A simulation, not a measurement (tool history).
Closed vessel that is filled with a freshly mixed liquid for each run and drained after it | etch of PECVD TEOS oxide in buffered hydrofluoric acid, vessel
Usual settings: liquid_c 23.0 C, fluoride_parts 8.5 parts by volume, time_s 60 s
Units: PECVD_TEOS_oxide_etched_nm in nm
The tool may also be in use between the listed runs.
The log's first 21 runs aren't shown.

run   hour  liquid_c  fluoride_parts  time_s  read-back film thickness of the PECVD TEOS oxide reference wafer, read on the same gauge (nm)  PECVD_TEOS_oxide_etched_nm
     351.8  -- hydrofluoric acid flow meter replaced
 22  353.8      27.0             5.5      30                                                                                          90.03                      136.03
 23  363.2      18.5             8.5      35                                                                                          89.99                       65.66
     366.9  -- gauge calibrated
 24  372.6      21.0             6.5      60                                                                                          90.02                      170.48
 25  389.4      23.0             8.5      60                                                                                          90.03                      145.59
 26  404.9      27.5             5.5      75                                                                                          90.01                      350.35
 27  415.3      23.0             6.5      95                                                                                          90.02                      305.14
 28  425.3      21.0            12.0      60                                                                                          89.99                       96.34
 29  438.8      23.0             8.5      60                                                                                          89.99                      146.60
 30  456.4      19.0             7.0      60                                                                                          90.01                      144.03
 31  473.4      20.0             5.5      30                                                                                          89.98                       94.22

3 options for the next run, each taken on its own from the tool as it stands now. Forecast them:
  A  474.1      23.0             8.5      60                                                                                              ?                           ?
  B  474.1      27.5             8.5      60                                                                                              ?                           ?
  C  474.1      23.0             8.5      50                                                                                              ?                           ?

run  read-back film thickness of the PECVD TEOS oxide reference wafer, read on the same gauge (nm)  PECVD_TEOS_oxide_etched_nm
  A                                                                                          89.99                      147.55
  B                                                                                          89.99                      188.17
  C                                                                                          89.99                      122.96
What these runs would have given with no unlogged condition in the tool:
run  PECVD_TEOS_oxide_etched_nm
  A                      144.62
  B                      184.43
  C                      120.52
